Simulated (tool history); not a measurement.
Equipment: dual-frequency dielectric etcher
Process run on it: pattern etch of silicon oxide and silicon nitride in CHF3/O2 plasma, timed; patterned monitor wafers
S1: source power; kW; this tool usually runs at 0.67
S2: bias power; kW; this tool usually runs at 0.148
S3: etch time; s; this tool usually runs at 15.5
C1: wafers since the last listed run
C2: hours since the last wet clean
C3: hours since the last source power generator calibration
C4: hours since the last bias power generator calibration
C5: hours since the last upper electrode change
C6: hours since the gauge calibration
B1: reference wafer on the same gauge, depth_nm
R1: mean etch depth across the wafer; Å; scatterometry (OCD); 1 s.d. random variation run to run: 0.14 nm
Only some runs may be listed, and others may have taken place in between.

Run 1, hour 0: usual settings; C1 0; C2 24.5; C3 3900.5; C4 3952.9; C5 3789.4; C6 963.7; B1 25.4. Result: R1 211.9 Å.
Run 2, hour 25.5: usual settings; C1 460; C2 50; C3 3926; C4 3978.4; C5 3814.9; C6 989.2; B1 25.37. Result: R1 209.8 Å.
Run 3, hour 116.8: usual settings; C1 1649; C2 141.3; C3 4017.3; C4 4069.7; C5 3906.2; C6 1080.5; B1 25.45. Result: R1 212.5 Å.
Run 4, hour 161: usual settings but S1 0.77 kW; C1 798; C2 185.5; C3 4061.5; C4 4113.9; C5 3950.4; C6 1124.7; B1 25.38. Result: R1 227.3 Å.
Run 5, hour 194.6: usual settings but S1 0.77 kW; C1 607; C2 219.1; C3 4095.1; C4 4147.5; C5 3984; C6 1158.3; B1 25.41. Result: R1 222.5 Å.
At hour 220.8: gauge calibrated.
Run 6, hour 225.7: usual settings but S1 0.77 kW; C1 561; C2 250.2; C3 4126.2; C4 4178.6; C5 4015.1; C6 4.9; B1 25.4. Result: R1 222.1 Å.
At hour 309.1: upper electrode replaced.
At hour 343: wet clean of the chamber.
Run 7, hour 358.6: usual settings; C1 1533; C2 15.6; C3 4259.1; C4 4311.5; C5 49.5; C6 137.8; B1 25.46. Result: R1 216 Å.
Run 8, hour 417.4: usual settings; C1 1062; C2 74.4; C3 4317.9; C4 4370.3; C5 108.3; C6 196.6; B1 25.42. Result: R1 210.7 Å.
Run 9, hour 457.7: usual settings; C1 728; C2 114.7; C3 4358.2; C4 4410.6; C5 148.6; C6 236.9; B1 25.47. Result: R1 211.5 Å.
At hour 477: bias power generator calibrated.
Run 10, hour 506.1: usual settings but S2 0.123 kW; C1 802; C2 163.1; C3 4406.6; C4 29.1; C5 197; C6 285.3; B1 25.41. Result: R1 194.9 Å.
Run 11, hour 551.4: usual settings; C1 818; C2 208.4; C3 4451.9; C4 74.4; C5 242.3; C6 330.6; B1 25.42. Result: R1 210.7 Å.
Run 12, hour 588.8: usual settings but S1 0.76 kW, S3 20 s; C1 675; C2 245.8; C3 4489.3; C4 111.8; C5 279.7; C6 368; B1 25.44. Result: R1 287.3 Å.
Run 13, hour 614.5: usual settings but S3 13 s; C1 464; C2 271.5; C3 4515; C4 137.5; C5 305.4; C6 393.7; B1 25.44. Result: R1 175.7 Å.
Run 14, hour 657.2: usual settings; C1 771; C2 314.2; C3 4557.7; C4 180.2; C5 348.1; C6 436.4; B1 25.46. Result: R1 208.8 Å.
At hour 709.1: wet clean of the chamber.
Run 15, hour 709.6: usual settings but S1 0.61 kW, S2 0.18 kW, S3 14.5 s; C1 513; C2 0.5; C3 4610.1; C4 232.6; C5 400.5; C6 488.8; B1 25.36. Result: R1 209.6 Å.
Run 16, hour 743.4: usual settings but S1 0.52 kW; C1 610; C2 34.3; C3 4643.9; C4 266.4; C5 434.3; C6 522.6; B1 25.42. Result: R1 186.1 Å.
At hour 889.1: source power generator calibrated.
Run 17, hour 953.2: usual settings but S2 0.161 kW; C1 3717; C2 244.1; C3 64.1; C4 476.2; C5 644.1; C6 732.4; B1 25.42. Result: R1 220.1 Å.
Run 18, hour 988.7: usual settings but S2 0.179 kW, S3 13.5 s; C1 641; C2 279.6; C3 99.6; C4 511.7; C5 679.6; C6 767.9; B1 25.51. Result: R1 197.3 Å.
Run 19, hour 1024.7: usual settings but S2 0.112 kW, S3 14 s; C1 650; C2 315.6; C3 135.6; C4 547.7; C5 715.6; C6 803.9; B1 25.4. Result: R1 167.6 Å.
Run 20, hour 1050.7: usual settings but S1 0.77 kW, S2 0.171 kW, S3 18.5 s; C1 469; C2 341.6; C3 161.6; C4 573.7; C5 741.6; C6 829.9; B1 25.38. Result: R1 281.6 Å.
At hour 1088.7: wet clean of the chamber.
Run 21, hour 1089.2: usual settings but S1 0.8 kW, S3 13 s; C1 261; C2 0.5; C3 200.1; C4 612.2; C5 780.1; C6 868.4; B1 25.41. Result: R1 201.3 Å.
Run 22, hour 1149.6: usual settings but S1 0.59 kW, S2 0.131 kW, S3 18.5 s; C1 1091; C2 60.9; C3 260.5; C4 672.6; C5 840.5; C6 928.8; B1 25.42. Result: R1 229.5 Å.
Run 23, hour 1193.1: usual settings but S1 0.8 kW, S3 13 s; C1 785; C2 104.4; C3 304; C4 716.1; C5 884; C6 972.3; B1 25.4. Result: R1 198.1 Å.
Run 24, hour 1221.8: usual settings but S1 0.83 kW, S2 0.17 kW, S3 19 s; C1 518; C2 133.1; C3 332.7; C4 744.8; C5 912.7; C6 1001; B1 25.5. Result: R1 312.7 Å.
Run 25, hour 1266.1: usual settings but S3 18.5 s; C1 800; C2 177.4; C3 377; C4 789.1; C5 957; C6 1045.3; B1 25.44. Result: R1 257.1 Å.
Run 26, hour 1305.8: usual settings but S2 0.177 kW, S3 13 s; C1 717; C2 217.1; C3 416.7; C4 828.8; C5 996.7; C6 1085; B1 25.3. Result: R1 192.1 Å.
Run 27, hour 1358.4: usual settings; C1 950; C2 269.7; C3 469.3; C4 881.4; C5 1049.3; C6 1137.6; B1 25.37. Result: R1 211.2 Å.
Run 28, hour 1406.3: usual settings but S1 0.77 kW, S2 0.116 kW, S3 17.5 s; C1 865; C2 317.6; C3 517.2; C4 929.3; C5 1097.2; C6 1185.5; B1 25.39. Result: R1 229.9 Å.

For each entry between runs, how does the tool's hidden state at the last listed run before it compare with that at the first listed run after it?
After run 5, before run 6: gauge calibrated (hour 220.8)
  etch rate over this chamber's usual, %: -3.54 -> -3.94
  measured minus no-state result, R1: -8.2 -> -9.1 Å
After run 6, before run 7: upper electrode replaced (hour 309.1); wet clean of the chamber (hour 343)
  etch rate over this chamber's usual, %: -3.94 -> -0.508
  measured minus no-state result, R1: -9.1 -> -1.1 Å
After run 9, before run 10: bias power generator calibrated (hour 477)
  etch rate over this chamber's usual, %: -1.77 -> -2.38
  measured minus no-state result, R1: -3.8 -> -4.7 Å
After run 14, before run 15: wet clean of the chamber (hour 709.1)
  etch rate over this chamber's usual, %: -4.3 -> 0.387
  measured minus no-state result, R1: -9.3 -> +0.8 Å
After run 16, before run 17: source power generator calibrated (hour 889.1)
  etch rate over this chamber's usual, %: -0.0428 -> -2.71
  measured minus no-state result, R1: +0 -> -6.1 Å
After run 20, before run 21: wet clean of the chamber (hour 1088.7)
  etch rate over this chamber's usual, %: -3.95 -> 1.04
  measured minus no-state result, R1: -11.6 -> +2.1 Å

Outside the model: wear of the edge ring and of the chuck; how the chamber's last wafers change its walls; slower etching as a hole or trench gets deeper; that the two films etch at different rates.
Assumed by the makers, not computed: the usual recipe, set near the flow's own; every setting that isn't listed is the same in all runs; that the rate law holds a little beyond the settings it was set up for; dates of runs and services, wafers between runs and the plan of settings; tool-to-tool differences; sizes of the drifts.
